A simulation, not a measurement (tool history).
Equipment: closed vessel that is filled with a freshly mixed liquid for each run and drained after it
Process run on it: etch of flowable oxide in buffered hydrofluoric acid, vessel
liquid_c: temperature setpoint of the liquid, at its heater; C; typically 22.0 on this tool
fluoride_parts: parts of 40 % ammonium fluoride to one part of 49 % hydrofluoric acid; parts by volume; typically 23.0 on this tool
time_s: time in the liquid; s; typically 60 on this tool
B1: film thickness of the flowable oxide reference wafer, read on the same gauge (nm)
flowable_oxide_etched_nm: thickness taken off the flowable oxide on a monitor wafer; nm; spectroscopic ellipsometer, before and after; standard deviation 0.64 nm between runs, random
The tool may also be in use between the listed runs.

Run 1, hour 0.0: usual settings; B1 150.03. Result: flowable_oxide_etched_nm 153.28 nm.
Run 2, hour 34.4: usual settings; B1 150.02. Result: flowable_oxide_etched_nm 151.80 nm.
Run 3, hour 71.3: usual settings; B1 150.02. Result: flowable_oxide_etched_nm 152.21 nm.
Run 4, hour 126.2: usual settings; B1 149.94. Result: flowable_oxide_etched_nm 150.21 nm.
Run 5, hour 332.6: usual settings; B1 149.96. Result: flowable_oxide_etched_nm 151.54 nm.
Run 6, hour 382.3: usual settings; B1 149.95. Result: flowable_oxide_etched_nm 152.00 nm.
At hour 405.1: hydrofluoric acid flow meter replaced.
Run 7, hour 436.8: usual settings; B1 150.02. Result: flowable_oxide_etched_nm 150.59 nm.
At hour 495.4: thermometer replaced.
Run 8, hour 508.4: usual settings; B1 149.96. Result: flowable_oxide_etched_nm 155.05 nm.
Run 9, hour 537.1: usual settings but time_s 75 s; B1 149.98. Result: flowable_oxide_etched_nm 193.69 nm.
Run 10, hour 569.8: usual settings but fluoride_parts 27.5 parts by volume; B1 150.07. Result: flowable_oxide_etched_nm 136.35 nm.
Run 11, hour 628.1: usual settings; B1 150.00. Result: flowable_oxide_etched_nm 155.21 nm.
Run 12, hour 686.8: usual settings; B1 149.97. Result: flowable_oxide_etched_nm 153.85 nm.
Run 13, hour 755.8: usual settings but liquid_c 18.5 C, fluoride_parts 26.5 parts by volume, time_s 45 s; B1 150.03. Result: flowable_oxide_etched_nm 86.14 nm.
Run 14, hour 788.3: usual settings but liquid_c 17.5 C; B1 149.97. Result: flowable_oxide_etched_nm 119.44 nm.
Run 15, hour 857.8: usual settings but liquid_c 26.0 C; B1 150.02. Result: flowable_oxide_etched_nm 190.06 nm.
Run 16, hour 915.7: usual settings; B1 149.98. Result: flowable_oxide_etched_nm 153.96 nm.
Run 17, hour 946.7: usual settings but liquid_c 18.5 C, fluoride_parts 20.0 parts by volume, time_s 35 s; B1 150.01. Result: flowable_oxide_etched_nm 81.62 nm.
At hour 979.8: gauge calibrated.
Run 18, hour 994.2: usual settings but fluoride_parts 27.0 parts by volume; B1 150.03. Result: flowable_oxide_etched_nm 138.24 nm.
Run 19, hour 1029.3: usual settings; B1 149.99. Result: flowable_oxide_etched_nm 154.85 nm.
Run 20, hour 1057.4: usual settings but liquid_c 19.0 C, time_s 70 s; B1 150.03. Result: flowable_oxide_etched_nm 151.52 nm.

The next listed run, before its measurement:
Run 21, hour 1083.4: usual settings but liquid_c 18.0 C, fluoride_parts 30.0 parts by volume, time_s 85 s; B1 ?. Result: flowable_oxide_etched_nm ?.

Logged for run 21: B1 149.98, flowable_oxide_etched_nm 145.66 nm.
With no hidden state in the tool, this same run would have given flowable_oxide_etched_nm 146.50 nm.

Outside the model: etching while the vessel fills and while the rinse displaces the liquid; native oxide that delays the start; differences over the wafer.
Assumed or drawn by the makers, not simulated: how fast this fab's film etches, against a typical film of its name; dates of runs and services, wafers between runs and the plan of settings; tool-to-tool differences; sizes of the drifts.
